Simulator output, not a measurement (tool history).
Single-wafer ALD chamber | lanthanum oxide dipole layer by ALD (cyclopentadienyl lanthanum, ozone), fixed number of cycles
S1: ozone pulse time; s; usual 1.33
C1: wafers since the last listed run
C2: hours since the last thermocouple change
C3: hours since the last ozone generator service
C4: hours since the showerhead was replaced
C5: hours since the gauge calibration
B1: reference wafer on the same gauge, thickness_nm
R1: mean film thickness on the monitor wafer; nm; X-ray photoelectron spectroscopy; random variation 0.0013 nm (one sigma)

{"run": 1, "hour": 0.0, "S1": 1.66, "C1": 0, "C2": 1526.8, "C3": 602.3, "C4": 7649.1, "C5": 518.4, "B1": 0.519, "R1": 0.545}
{"run": 2, "hour": 53.8, "S1": 1.66, "C1": 1118, "C2": 1580.6, "C3": 656.1, "C4": 7702.9, "C5": 572.2, "B1": 0.519, "R1": 0.543}
{"run": 3, "hour": 80.6, "S1": 1.33, "C1": 557, "C2": 1607.4, "C3": 682.9, "C4": 7729.7, "C5": 599, "B1": 0.519, "R1": 0.516}
{"run": 4, "hour": 119.1, "S1": 1.33, "C1": 800, "C2": 1645.9, "C3": 721.4, "C4": 7768.2, "C5": 637.5, "B1": 0.519, "R1": 0.514}
{"run": 5, "hour": 190.9, "S1": 1.33, "C1": 1493, "C2": 1717.7, "C3": 793.2, "C4": 7840, "C5": 709.3, "B1": 0.519, "R1": 0.515}
{"run": 6, "hour": 218.4, "S1": 1.33, "C1": 571, "C2": 1745.2, "C3": 820.7, "C4": 7867.5, "C5": 736.8, "B1": 0.519, "R1": 0.515}
{"run": 7, "hour": 281.0, "S1": 1.51, "C1": 1301, "C2": 1807.8, "C3": 883.3, "C4": 7930.1, "C5": 799.4, "B1": 0.519, "R1": 0.536}
{"run": 8, "hour": 349.6, "S1": 1.51, "C1": 1426, "C2": 1876.4, "C3": 951.9, "C4": 7998.7, "C5": 868, "B1": 0.519, "R1": 0.533}
{"run": 9, "hour": 386.4, "S1": 1.51, "C1": 765, "C2": 1913.2, "C3": 988.7, "C4": 8035.5, "C5": 904.8, "B1": 0.519, "R1": 0.534}
{"hour": 425.5, "done": "ozone generator serviced"}
{"run": 10, "hour": 454.3, "S1": 0.99, "C1": 1245, "C2": 1981.1, "C3": 28.8, "C4": 8103.4, "C5": 972.7, "B1": 0.519, "R1": 0.426}
{"run": 11, "hour": 496.4, "S1": 0.99, "C1": 875, "C2": 2023.2, "C3": 70.9, "C4": 8145.5, "C5": 1014.8, "B1": 0.519, "R1": 0.423}
{"run": 12, "hour": 526.6, "S1": 1.33, "C1": 628, "C2": 2053.4, "C3": 101.1, "C4": 8175.7, "C5": 1045, "B1": 0.519, "R1": 0.49}
{"hour": 530.7, "done": "gauge calibrated"}
{"run": 13, "hour": 570.9, "S1": 1.33, "C1": 921, "C2": 2097.7, "C3": 145.4, "C4": 8220, "C5": 40.2, "B1": 0.519, "R1": 0.49}
{"run": 14, "hour": 602.2, "S1": 1.33, "C1": 650, "C2": 2129, "C3": 176.7, "C4": 8251.3, "C5": 71.5, "B1": 0.519, "R1": 0.486}
{"run": 15, "hour": 641.6, "S1": 1.33, "C1": 819, "C2": 2168.4, "C3": 216.1, "C4": 8290.7, "C5": 110.9, "B1": 0.519, "R1": 0.485}
{"run": 16, "hour": 671.0, "S1": 1.79, "C1": 611, "C2": 2197.8, "C3": 245.5, "C4": 8320.1, "C5": 140.3, "B1": 0.519, "R1": 0.534}
{"hour": 681.1, "done": "thermocouple changed; heater temperature recalibrated"}
{"run": 17, "hour": 719.0, "S1": 0.87, "C1": 831, "C2": 37.9, "C3": 293.5, "C4": 8368.1, "C5": 188.3, "B1": 0.519, "R1": 0.372}
{"hour": 758.0, "done": "ozone generator serviced, repeated, since the last time left the tool worse"}
{"run": 18, "hour": 781.0, "S1": 1.49, "C1": 1123, "C2": 99.9, "C3": 23, "C4": 8430.1, "C5": 250.3, "B1": 0.519, "R1": 0.544}
{"run": 19, "hour": 819.0, "S1": 1.77, "C1": 790, "C2": 137.9, "C3": 61, "C4": 8468.1, "C5": 288.3, "B1": 0.519, "R1": 0.559}
{"run": 20, "hour": 862.9, "S1": 1.33, "C1": 913, "C2": 181.8, "C3": 104.9, "C4": 8512, "C5": 332.2, "B1": 0.519, "R1": 0.528}
{"hour": 935.3, "done": "showerhead replaced"}
{"run": 21, "hour": 981.0, "S1": 1.85, "C1": 2289, "C2": 299.9, "C3": 223, "C4": 45.7, "C5": 450.3, "B1": 0.519, "R1": 0.558}
{"run": 22, "hour": 1026.5, "S1": 1.47, "C1": 946, "C2": 345.4, "C3": 268.5, "C4": 91.2, "C5": 495.8, "B1": 0.518, "R1": 0.535}
{"run": 23, "hour": 1083.9, "S1": 1.02, "C1": 1193, "C2": 402.8, "C3": 325.9, "C4": 148.6, "C5": 553.2, "B1": 0.519, "R1": 0.471}
{"run": 24, "hour": 1135.6, "S1": 1.68, "C1": 1075, "C2": 454.5, "C3": 377.6, "C4": 200.3, "C5": 604.9, "B1": 0.519, "R1": 0.549}
{"run": 25, "hour": 1194.8, "S1": 1.33, "C1": 1231, "C2": 513.7, "C3": 436.8, "C4": 259.5, "C5": 664.1, "B1": 0.519, "R1": 0.52}
{"run": 26, "hour": 1222.0, "S1": 1.72, "C1": 565, "C2": 540.9, "C3": 464, "C4": 286.7, "C5": 691.3, "B1": 0.519, "R1": 0.55}
{"run": 27, "hour": 1283.5, "S1": 0.82, "C1": 1279, "C2": 602.4, "C3": 525.5, "C4": 348.2, "C5": 752.8, "B1": 0.519, "R1": 0.406}
{"run": 28, "hour": 1332.7, "S1": 1.5, "C1": 1023, "C2": 651.6, "C3": 574.7, "C4": 397.4, "C5": 802, "B1": 0.519, "R1": 0.536}

Measured less the same run without the tool's hidden state. The same run-to-run variation is in both; the gauge's scatter may not be:
The hidden state here: wafer temperature above the value expected at the setpoint (K); ozone dose above that of a generator just serviced (%); gauge reads high (%).
run=1 R1=-0.009
run=2 R1=-0.01
run=3 R1=-0.017
run=4 R1=-0.017
run=5 R1=-0.017
run=6 R1=-0.018
run=7 R1=-0.014
run=8 R1=-0.014
run=9 R1=-0.014
run=10 R1=-0.052
run=11 R1=-0.055
run=12 R1=-0.041
run=13 R1=-0.043
run=14 R1=-0.045
run=15 R1=-0.048
run=16 R1=-0.027
run=17 R1=-0.075
run=18 R1=-0.001
run=19 R1=-0.001
run=20 R1=-0.004
run=21 R1=-0.003
run=22 R1=-0.007
run=23 R1=-0.014
run=24 R1=-0.006
run=25 R1=-0.011
run=26 R1=-0.007
run=27 R1=-0.022
run=28 R1=-0.011
